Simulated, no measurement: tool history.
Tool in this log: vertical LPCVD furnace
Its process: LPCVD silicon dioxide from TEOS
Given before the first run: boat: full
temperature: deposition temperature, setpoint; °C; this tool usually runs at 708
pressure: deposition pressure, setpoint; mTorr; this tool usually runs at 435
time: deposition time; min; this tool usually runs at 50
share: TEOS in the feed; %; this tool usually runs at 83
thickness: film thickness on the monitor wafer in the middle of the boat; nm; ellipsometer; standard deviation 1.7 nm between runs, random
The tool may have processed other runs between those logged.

run     day  temperature  pressure  time  share  read-back reference wafer on the same gauge, thickness  thickness
  1       0          706       435    43     83                                                  576.14     465.25
  2   3.642          708       485    50     83                                                  576.44     594.72
  3   6.267          708       485    50     83                                                     576     598.02
  4   8.379          708       485    50     83                                                  575.96     598.46
  5      12          708       435    50     83                                                  575.88     564.02
     13.288  -- gauge calibrated
  6  14.992          708       435    50     83                                                  575.89     564.94
  7  19.342          708       435    50     83                                                  575.84     561.43
  8  21.658          708       435    50     83                                                  576.01     565.47
  9  25.046          708       435    50     83                                                  576.48     564.82
 10  29.079          708       435    50     83                                                  576.28     566.55
 11    33.2          718       470  32.5     95                                                  576.08     515.28
     34.892  -- TEOS flow controller replaced
 12  35.208          708       435    67     83                                                   575.9     761.55
 13  38.504          708       435    50     83                                                  576.02     566.82
     40.121  -- pressure gauge zeroed
 14  41.258          708       435    37     76                                                  575.78     414.36
 15  43.121          708       435    50     83                                                  576.15     580.71
 16  45.883          704       480    65     95                                                  576.01     777.37
     48.292  -- thermocouples replaced and temperature profile calibrated
 17  48.312          716       435    44     83                                                  575.81     604.03
 18  51.788          708       435    50     83                                                  575.88     570.58
 19  54.667          715       435  59.5     83                                                  576.06     799.74
 20  57.508          708       375    50     70                                                  575.86     486.52
 21  59.188          716       435    59     71                                                  575.87     746.05
 22  63.333          708       435    50     83                                                  576.02     570.27
 23  67.729          708       435    64     83                                                  575.83     725.76
 24  70.667          704       435    56     72                                                  575.95     538.95
 25  73.729          708       405    41     75                                                  576.19     428.32
 26  76.104          708       485    59     94                                                  576.24      754.7
 27  80.458          708       435    50     83                                                  575.92     567.72
 28  82.483          708       435    50     83                                                  576.15     566.66
     83.683  -- gauge calibrated
 29  85.246          702       435    50     83                                                  576.32      492.6
 30  88.888          708       490    50     92                                                  576.29     631.98
 31  91.767          708       435    32     83                                                  575.87     362.47

Forecast run 32:
 32  95.55          698       435    50     90                                                       ?          ?

{"run 32": {"read-back reference wafer on the same gauge, thickness": 575.84, "thickness": 469.59}}
Had the tool carried no hidden state, the very same run would have given thickness 474.13 nm.

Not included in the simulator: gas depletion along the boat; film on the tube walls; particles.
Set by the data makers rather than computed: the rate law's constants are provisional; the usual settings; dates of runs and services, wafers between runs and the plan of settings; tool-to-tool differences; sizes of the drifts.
